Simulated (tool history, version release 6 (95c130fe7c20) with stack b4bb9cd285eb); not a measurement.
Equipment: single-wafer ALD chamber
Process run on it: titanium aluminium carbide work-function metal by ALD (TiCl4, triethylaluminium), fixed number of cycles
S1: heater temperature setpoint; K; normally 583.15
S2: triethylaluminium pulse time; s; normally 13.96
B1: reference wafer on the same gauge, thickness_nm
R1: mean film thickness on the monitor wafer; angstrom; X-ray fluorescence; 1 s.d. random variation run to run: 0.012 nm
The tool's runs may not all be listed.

run 1 hour=0 | S1=583.15 S2=13.96 | B1=2.513 | R1=21.66
run 2 hour=49.3 | S1=583.15 S2=13.96 | B1=2.506 | R1=21.61
run 3 hour=146.4 | S1=583.15 S2=9.66 | B1=2.511 | R1=19.9
run 4 hour=250.3 | S1=583.15 S2=13.96 | B1=2.514 | R1=21.65
run 5 hour=344.8 | S1=594.15 S2=13.96 | B1=2.509 | R1=22.46
run 6 hour=440.4 | S1=583.15 S2=13.96 | B1=2.506 | R1=21.62
run 7 hour=491.4 | S1=583.15 S2=13.96 | B1=2.514 | R1=21.36
run 8 hour=581.9 | S1=583.15 S2=13.96 | B1=2.516 | R1=21.67
run 9 hour=824.1 | S1=583.15 S2=13.96 | B1=2.51 | R1=21.21
run 10 hour=897.2 | S1=583.15 S2=13.96 | B1=2.514 | R1=21.32
-- hour=917.4 thermocouple changed; heater temperature recalibrated
-- hour=959.9 triethylaluminium bottle replaced
run 11 hour=994.6 | S1=574.15 S2=13.96 | B1=2.514 | R1=20.99
run 12 hour=1030.8 | S1=574.15 S2=13.96 | B1=2.508 | R1=21.18
run 13 hour=1116.8 | S1=574.15 S2=13.96 | B1=2.511 | R1=20.96
run 14 hour=1176.2 | S1=583.15 S2=13.96 | B1=2.512 | R1=21.64
run 15 hour=1238.9 | S1=571.15 S2=16.73 | B1=2.506 | R1=21.1
run 16 hour=1283 | S1=596.15 S2=17.93 | B1=2.512 | R1=22.7
run 17 hour=1389.3 | S1=578.15 S2=18.42 | B1=2.509 | R1=21.36
-- hour=1398 gauge calibrated
run 18 hour=1461.6 | S1=571.15 S2=15.4 | B1=2.508 | R1=20.62
-- hour=1482.7 showerhead replaced
run 19 hour=1500.7 | S1=597.15 S2=17.2 | B1=2.514 | R1=22.95
run 20 hour=1642.9 | S1=583.15 S2=9.05 | B1=2.509 | R1=18.89
run 21 hour=1722.6 | S1=583.15 S2=13.96 | B1=2.509 | R1=21.3
run 22 hour=1765.9 | S1=583.15 S2=13.96 | B1=2.506 | R1=21.47
run 23 hour=1837.4 | S1=583.15 S2=10.52 | B1=2.507 | R1=20.34
run 24 hour=1939.4 | S1=573.15 S2=13.96 | B1=2.51 | R1=20.51
-- hour=1988.8 thermocouple changed; heater temperature recalibrated
run 25 hour=2039.5 | S1=583.15 S2=13.96 | B1=2.515 | R1=21.98
run 26 hour=2103.9 | S1=583.15 S2=15.74 | B1=2.516 | R1=21.74

Some steps in R1, run to run, broken into two amounts with sign: the step expected even without the hidden condition (settings, incoming material, random variation), and the rest, left for the hidden condition together with whatever gauge scatter is not in both the measured and the hidden-condition-free result:
The tool's hidden condition here consists of: wafer temperature above the value expected at the setpoint (K); triethylaluminium dose above that of a fresh bottle (%); gauge reads high (%).
Run 10 -> 11: S1 583.15 -> 574.15, thermocouple changed; heater temperature recalibrated, triethylaluminium bottle replaced. R1 -0.33 angstrom: hidden state +0.55, all else -0.88.
Run 19 -> 20: S1 597.15 -> 583.15, S2 17.2 -> 9.05. R1 -4.06 angstrom: hidden state -0.04, all else -4.02.
Run 20 -> 21: S2 9.05 -> 13.96. R1 +2.41 angstrom: hidden state -0.09, all else +2.5.
Run 24 -> 25: S1 573.15 -> 583.15, thermocouple changed; heater temperature recalibrated. R1 +1.47 angstrom: hidden state +0.54, all else +0.93.
